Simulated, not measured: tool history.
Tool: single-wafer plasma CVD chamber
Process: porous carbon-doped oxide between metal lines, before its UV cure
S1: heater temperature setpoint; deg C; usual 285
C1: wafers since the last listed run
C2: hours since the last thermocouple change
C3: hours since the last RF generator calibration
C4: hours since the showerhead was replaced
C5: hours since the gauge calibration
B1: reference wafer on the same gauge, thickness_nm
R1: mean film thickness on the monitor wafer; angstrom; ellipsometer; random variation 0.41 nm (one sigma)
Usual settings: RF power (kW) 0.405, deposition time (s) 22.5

run 1 hour=0 | S1=285 RF_power_(kW)=0.405 deposition_time_(s)=22.5 | C1=0 C2=1676 C3=1187.3 C4=4878.3 C5=412.7 | B1=130.872 | R1=1229.6
run 2 hour=15.8 | S1=285 RF_power_(kW)=0.405 deposition_time_(s)=22.5 | C1=390 C2=1691.8 C3=1203.1 C4=4894.1 C5=428.5 | B1=131.041 | R1=1243
run 3 hour=40 | S1=285 RF_power_(kW)=0.405 deposition_time_(s)=22.5 | C1=597 C2=1716 C3=1227.3 C4=4918.3 C5=452.7 | B1=130.907 | R1=1237.56
run 4 hour=70.5 | S1=280 RF_power_(kW)=0.44 deposition_time_(s)=22.5 | C1=753 C2=1746.5 C3=1257.8 C4=4948.8 C5=483.2 | B1=130.994 | R1=1313.02
run 5 hour=104.7 | S1=280 RF_power_(kW)=0.44 deposition_time_(s)=22.5 | C1=844 C2=1780.7 C3=1292 C4=4983 C5=517.4 | B1=130.874 | R1=1321.04
run 6 hour=129.2 | S1=285 RF_power_(kW)=0.405 deposition_time_(s)=24.9 | C1=605 C2=1805.2 C3=1316.5 C4=5007.5 C5=541.9 | B1=131.003 | R1=1353.7
run 7 hour=144.3 | S1=285 RF_power_(kW)=0.405 deposition_time_(s)=22.5 | C1=372 C2=1820.3 C3=1331.6 C4=5022.6 C5=557 | B1=131.018 | R1=1230.15
run 8 hour=161.2 | S1=285 RF_power_(kW)=0.405 deposition_time_(s)=22.5 | C1=417 C2=1837.2 C3=1348.5 C4=5039.5 C5=573.9 | B1=131.12 | R1=1229.81
-- hour=170.3 thermocouple changed; heater temperature recalibrated
run 9 hour=187.4 | S1=285 RF_power_(kW)=0.405 deposition_time_(s)=22.5 | C1=449 C2=17.1 C3=1374.7 C4=5065.7 C5=600.1 | B1=130.941 | R1=1190.49
run 10 hour=209.5 | S1=285 RF_power_(kW)=0.385 deposition_time_(s)=22.5 | C1=545 C2=39.2 C3=1396.8 C4=5087.8 C5=622.2 | B1=130.845 | R1=1165.7
run 11 hour=236.9 | S1=285 RF_power_(kW)=0.385 deposition_time_(s)=22.5 | C1=676 C2=66.6 C3=1424.2 C4=5115.2 C5=649.6 | B1=130.976 | R1=1153.68
run 12 hour=271.6 | S1=285 RF_power_(kW)=0.405 deposition_time_(s)=22.5 | C1=856 C2=101.3 C3=1458.9 C4=5149.9 C5=684.3 | B1=130.868 | R1=1186.83
run 13 hour=302.6 | S1=285 RF_power_(kW)=0.405 deposition_time_(s)=22.5 | C1=765 C2=132.3 C3=1489.9 C4=5180.9 C5=715.3 | B1=131.153 | R1=1185.57
run 14 hour=329.4 | S1=274 RF_power_(kW)=0.43 deposition_time_(s)=22.5 | C1=661 C2=159.1 C3=1516.7 C4=5207.7 C5=742.1 | B1=131.116 | R1=1302.67
run 15 hour=356.7 | S1=295 RF_power_(kW)=0.48 deposition_time_(s)=22.5 | C1=674 C2=186.4 C3=1544 C4=5235 C5=769.4 | B1=131.019 | R1=1216.61
run 16 hour=369.6 | S1=298 RF_power_(kW)=0.405 deposition_time_(s)=20.3 | C1=318 C2=199.3 C3=1556.9 C4=5247.9 C5=782.3 | B1=130.989 | R1=1002.02
run 17 hour=385.6 | S1=300 RF_power_(kW)=0.425 deposition_time_(s)=18.5 | C1=395 C2=215.3 C3=1572.9 C4=5263.9 C5=798.3 | B1=130.919 | R1=924.88
-- hour=420.1 RF generator calibrated
run 18 hour=420.6 | S1=285 RF_power_(kW)=0.47 deposition_time_(s)=22.5 | C1=666 C2=250.3 C3=0.5 C4=5298.9 C5=833.3 | B1=131.019 | R1=1320.21
run 19 hour=494.9 | S1=285 RF_power_(kW)=0.35 deposition_time_(s)=25.1 | C1=1834 C2=324.6 C3=74.8 C4=5373.2 C5=907.6 | B1=130.985 | R1=1276.86
run 20 hour=526.3 | S1=285 RF_power_(kW)=0.405 deposition_time_(s)=19.8 | C1=775 C2=356 C3=106.2 C4=5404.6 C5=939 | B1=130.916 | R1=1086.17
run 21 hour=559.5 | S1=276 RF_power_(kW)=0.405 deposition_time_(s)=22.5 | C1=819 C2=389.2 C3=139.4 C4=5437.8 C5=972.2 | B1=131.011 | R1=1296.79
run 22 hour=587.6 | S1=274 RF_power_(kW)=0.405 deposition_time_(s)=22.5 | C1=693 C2=417.3 C3=167.5 C4=5465.9 C5=1000.3 | B1=131.002 | R1=1310.02
-- hour=599.7 gauge calibrated
run 23 hour=610.8 | S1=285 RF_power_(kW)=0.465 deposition_time_(s)=22.5 | C1=572 C2=440.5 C3=190.7 C4=5489.1 C5=11.1 | B1=131.009 | R1=1320.21
-- hour=620.5 showerhead replaced
run 24 hour=631.3 | S1=285 RF_power_(kW)=0.405 deposition_time_(s)=26.7 | C1=308 C2=461 C3=211.2 C4=10.8 C5=31.6 | B1=130.931 | R1=1460.25
run 25 hour=664 | S1=285 RF_power_(kW)=0.405 deposition_time_(s)=22.5 | C1=807 C2=493.7 C3=243.9 C4=43.5 C5=64.3 | B1=131.023 | R1=1233.01
run 26 hour=690.2 | S1=285 RF_power_(kW)=0.405 deposition_time_(s)=22.5 | C1=646 C2=519.9 C3=270.1 C4=69.7 C5=90.5 | B1=130.986 | R1=1235.56
run 27 hour=720 | S1=295 RF_power_(kW)=0.405 deposition_time_(s)=20.9 | C1=735 C2=549.7 C3=299.9 C4=99.5 C5=120.3 | B1=130.972 | R1=1083.79
run 28 hour=752.5 | S1=285 RF_power_(kW)=0.405 deposition_time_(s)=22.5 | C1=802 C2=582.2 C3=332.4 C4=132 C5=152.8 | B1=131.108 | R1=1228.06
run 29 hour=770.1 | S1=285 RF_power_(kW)=0.405 deposition_time_(s)=22.5 | C1=434 C2=599.8 C3=350 C4=149.6 C5=170.4 | B1=131.074 | R1=1229.33
run 30 hour=802.7 | S1=272 RF_power_(kW)=0.405 deposition_time_(s)=23.9 | C1=805 C2=632.4 C3=382.6 C4=182.2 C5=203 | B1=130.939 | R1=1395.61
run 31 hour=818.4 | S1=275 RF_power_(kW)=0.35 deposition_time_(s)=25 | C1=387 C2=648.1 C3=398.3 C4=197.9 C5=218.7 | B1=131.028 | R1=1346.81
run 32 hour=848 | S1=285 RF_power_(kW)=0.385 deposition_time_(s)=22.5 | C1=730 C2=677.7 C3=427.9 C4=227.5 C5=248.3 | B1=130.87 | R1=1199.23
run 33 hour=868.3 | S1=285 RF_power_(kW)=0.405 deposition_time_(s)=22.5 | C1=501 C2=698 C3=448.2 C4=247.8 C5=268.6 | B1=131.107 | R1=1232.76
run 34 hour=881.5 | S1=293 RF_power_(kW)=0.47 deposition_time_(s)=19.2 | C1=325 C2=711.2 C3=461.4 C4=261 C5=281.8 | B1=131.15 | R1=1091.83

Hidden state or all else? Some run-to-run changes of R1, split into what the settings, what came in and random variation would give without the hidden state, and what is left for the hidden state (with any gauge scatter that isn't in both results):
The hidden state here: wafer temperature above the value expected at the setpoint (K); delivered RF power above the setpoint (%); gauge reads high (%).
Run 8 -> 9: thermocouple changed; heater temperature recalibrated. R1 -39.32 angstrom: hidden state -37.15, all else -2.17.
Run 15 -> 16: S1 295 -> 298, RF power (kW) 0.48 -> 0.405, deposition time (s) 22.5 -> 20.3. R1 -214.59 angstrom: hidden state +7.92, all else -222.51.
Run 17 -> 18: S1 300 -> 285, RF power (kW) 0.425 -> 0.47, deposition time (s) 18.5 -> 22.5, RF generator calibrated. R1 +395.33 angstrom: hidden state +39.65, all else +355.68.
Run 24 -> 25: deposition time (s) 26.7 -> 22.5. R1 -227.24 angstrom: hidden state -0.11, all else -227.13.
